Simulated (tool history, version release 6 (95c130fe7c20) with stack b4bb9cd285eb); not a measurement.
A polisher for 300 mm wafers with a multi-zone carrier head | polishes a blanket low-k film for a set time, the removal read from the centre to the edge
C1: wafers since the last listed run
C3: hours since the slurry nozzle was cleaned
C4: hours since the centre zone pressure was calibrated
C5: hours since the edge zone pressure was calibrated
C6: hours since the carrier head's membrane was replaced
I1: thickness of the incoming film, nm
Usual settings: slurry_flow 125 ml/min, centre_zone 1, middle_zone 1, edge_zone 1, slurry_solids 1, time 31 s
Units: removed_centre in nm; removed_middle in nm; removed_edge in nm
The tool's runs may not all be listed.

{"run": 1, "hour": 0.0, "slurry_flow": 125, "centre_zone": 0.92, "middle_zone": 1.09, "edge_zone": 1, "slurry_solids": 1, "time": 31, "C1": 0, "wafers polished on this pad": 4897, "C3": 63, "C4": 712.5, "C5": 617.9, "C6": 42.8, "I1": 750.8, "removed_centre": 12.3, "removed_middle": 13.6, "removed_edge": 12.7}
{"run": 2, "hour": 77.5, "slurry_flow": 110, "centre_zone": 1, "middle_zone": 1, "edge_zone": 1, "slurry_solids": 1, "time": 31, "C1": 1414, "wafers polished on this pad": 6311, "C3": 140.5, "C4": 790, "C5": 695.4, "C6": 120.3, "I1": 755.6, "removed_centre": 12.8, "removed_middle": 12.2, "removed_edge": 12.6}
{"run": 3, "hour": 122.9, "slurry_flow": 125, "centre_zone": 1, "middle_zone": 1, "edge_zone": 1, "slurry_solids": 1, "time": 41, "C1": 828, "wafers polished on this pad": 7140, "C3": 185.9, "C4": 835.4, "C5": 740.8, "C6": 165.7, "I1": 755.7, "removed_centre": 17.3, "removed_middle": 16.2, "removed_edge": 16.5}
{"run": 4, "hour": 222.8, "slurry_flow": 125, "centre_zone": 0.92, "middle_zone": 1, "edge_zone": 0.96, "slurry_solids": 1, "time": 31, "C1": 1822, "wafers polished on this pad": 8963, "C3": 285.8, "C4": 935.3, "C5": 840.7, "C6": 265.6, "I1": 767.6, "removed_centre": 12, "removed_middle": 12.3, "removed_edge": 12.1}
{"run": 5, "hour": 260.8, "slurry_flow": 95, "centre_zone": 1, "middle_zone": 1, "edge_zone": 1, "slurry_solids": 1.25, "time": 31, "C1": 693, "wafers polished on this pad": 9656, "C3": 323.8, "C4": 973.3, "C5": 878.7, "C6": 303.6, "I1": 752.8, "removed_centre": 13.1, "removed_middle": 12.6, "removed_edge": 13}
{"run": 6, "hour": 359.3, "slurry_flow": 125, "centre_zone": 1, "middle_zone": 1, "edge_zone": 1.04, "slurry_solids": 1, "time": 28, "C1": 1797, "wafers polished on this pad": 11453, "C3": 422.3, "C4": 1071.8, "C5": 977.2, "C6": 402.1, "I1": 762.5, "removed_centre": 11.1, "removed_middle": 11, "removed_edge": 11.2}
{"hour": 389.7, "done": "worn pad replaced by a new one"}
{"run": 7, "hour": 436.8, "slurry_flow": 95, "centre_zone": 1, "middle_zone": 1, "edge_zone": 1, "slurry_solids": 1.1, "time": 31, "C1": 1341, "wafers polished on this pad": 859, "C3": 499.8, "C4": 1149.3, "C5": 1054.7, "C6": 479.6, "I1": 764.7, "removed_centre": 12.9, "removed_middle": 12.5, "removed_edge": 13}
{"hour": 477.0, "done": "edge zone pressure recalibrated"}
{"run": 8, "hour": 522.7, "slurry_flow": 125, "centre_zone": 1, "middle_zone": 1, "edge_zone": 1, "slurry_solids": 1, "time": 31, "C1": 1530, "wafers polished on this pad": 2390, "C3": 585.7, "C4": 1235.2, "C5": 45.7, "C6": 565.5, "I1": 768.6, "removed_centre": 13, "removed_middle": 12.8, "removed_edge": 12.7}
{"hour": 536.8, "done": "slurry nozzle cleaned"}
{"run": 9, "hour": 582.2, "slurry_flow": 125, "centre_zone": 1.09, "middle_zone": 1, "edge_zone": 1, "slurry_solids": 1.2, "time": 31, "C1": 1067, "wafers polished on this pad": 3458, "C3": 45.4, "C4": 1294.7, "C5": 105.2, "C6": 625, "I1": 758.8, "removed_centre": 15.3, "removed_middle": 13.8, "removed_edge": 13.9}
{"hour": 655.2, "done": "centre zone pressure recalibrated"}
{"run": 10, "hour": 674.6, "slurry_flow": 125, "centre_zone": 1, "middle_zone": 1, "edge_zone": 1, "slurry_solids": 1, "time": 31, "C1": 1649, "wafers polished on this pad": 5107, "C3": 137.8, "C4": 19.4, "C5": 197.6, "C6": 717.4, "I1": 750, "removed_centre": 12.4, "removed_middle": 12.6, "removed_edge": 12.8}
{"run": 11, "hour": 757.9, "slurry_flow": 125, "centre_zone": 1, "middle_zone": 1, "edge_zone": 1, "slurry_solids": 1, "time": 31, "C1": 1519, "wafers polished on this pad": 6627, "C3": 221.1, "C4": 102.7, "C5": 280.9, "C6": 800.7, "I1": 752, "removed_centre": 12.5, "removed_middle": 12.3, "removed_edge": 12.5}
{"hour": 851.8, "done": "carrier head's membrane replaced by a new one"}
{"run": 12, "hour": 856.7, "slurry_flow": 125, "centre_zone": 1, "middle_zone": 1, "edge_zone": 1, "slurry_solids": 1, "time": 31, "C1": 1711, "wafers polished on this pad": 8339, "C3": 319.9, "C4": 201.5, "C5": 379.7, "C6": 4.9, "I1": 763.4, "removed_centre": 12.5, "removed_middle": 12.4, "removed_edge": 12.6}
{"run": 13, "hour": 913.5, "slurry_flow": 100, "centre_zone": 1, "middle_zone": 0.89, "edge_zone": 1, "slurry_solids": 1, "time": 31, "C1": 1036, "wafers polished on this pad": 9375, "C3": 376.7, "C4": 258.3, "C5": 436.5, "C6": 61.7, "I1": 771.8, "removed_centre": 11.7, "removed_middle": 10.6, "removed_edge": 12}
{"hour": 952.8, "done": "worn pad replaced by a new one"}
{"run": 14, "hour": 970.9, "slurry_flow": 125, "centre_zone": 0.93, "middle_zone": 1, "edge_zone": 0.92, "slurry_solids": 1, "time": 31, "C1": 974, "wafers polished on this pad": 330, "C3": 434.1, "C4": 315.7, "C5": 493.9, "C6": 119.1, "I1": 743.2, "removed_centre": 12.4, "removed_middle": 12.7, "removed_edge": 12.4}
{"run": 15, "hour": 1025.4, "slurry_flow": 125, "centre_zone": 1, "middle_zone": 1, "edge_zone": 1, "slurry_solids": 1, "time": 31, "C1": 994, "wafers polished on this pad": 1324, "C3": 488.6, "C4": 370.2, "C5": 548.4, "C6": 173.6, "I1": 751, "removed_centre": 13, "removed_middle": 12.8, "removed_edge": 12.8}
{"run": 16, "hour": 1061.8, "slurry_flow": 125, "centre_zone": 1, "middle_zone": 1, "edge_zone": 1, "slurry_solids": 1, "time": 31, "C1": 664, "wafers polished on this pad": 1988, "C3": 525, "C4": 406.6, "C5": 584.8, "C6": 210, "I1": 774.7, "removed_centre": 13.1, "removed_middle": 12.7, "removed_edge": 12.7}
{"run": 17, "hour": 1099.3, "slurry_flow": 160, "centre_zone": 1, "middle_zone": 1, "edge_zone": 1, "slurry_solids": 1, "time": 41, "C1": 684, "wafers polished on this pad": 2673, "C3": 562.5, "C4": 444.1, "C5": 622.3, "C6": 247.5, "I1": 753.3, "removed_centre": 18.2, "removed_middle": 17.7, "removed_edge": 17.5}
{"run": 18, "hour": 1145.9, "slurry_flow": 125, "centre_zone": 1.08, "middle_zone": 1.08, "edge_zone": 1, "slurry_solids": 1, "time": 31, "C1": 850, "wafers polished on this pad": 3523, "C3": 609.1, "C4": 490.7, "C5": 668.9, "C6": 294.1, "I1": 764.9, "removed_centre": 13.7, "removed_middle": 13.6, "removed_edge": 12.6}
{"run": 19, "hour": 1194.1, "slurry_flow": 125, "centre_zone": 1, "middle_zone": 1, "edge_zone": 1, "slurry_solids": 1, "time": 25, "C1": 879, "wafers polished on this pad": 4402, "C3": 657.3, "C4": 538.9, "C5": 717.1, "C6": 342.3, "I1": 768.8, "removed_centre": 10.5, "removed_middle": 10.3, "removed_edge": 10.1}

Run 20 comes next. What will it give?
{"hour": 1265.0, "done": "slurry nozzle cleaned"}
{"run": 20, "hour": 1301.6, "slurry_flow": 125, "centre_zone": 1.1, "middle_zone": 1, "edge_zone": 1, "slurry_solids": 1, "time": 28, "C1": 1943, "wafers polished on this pad": 6346, "C3": 36.6, "C4": 646.4, "C5": 824.6, "C6": 449.8, "I1": 755.7, "removed_centre": "?", "removed_middle": "?", "removed_edge": "?"}

{"run 20": {"removed_centre": 12.4, "removed_middle": 11.5, "removed_edge": 11.5}}
Without the tool's hidden state the same run would have given removed_centre 12.2 nm, removed_middle 11.7 nm, removed_edge 11.7 nm.
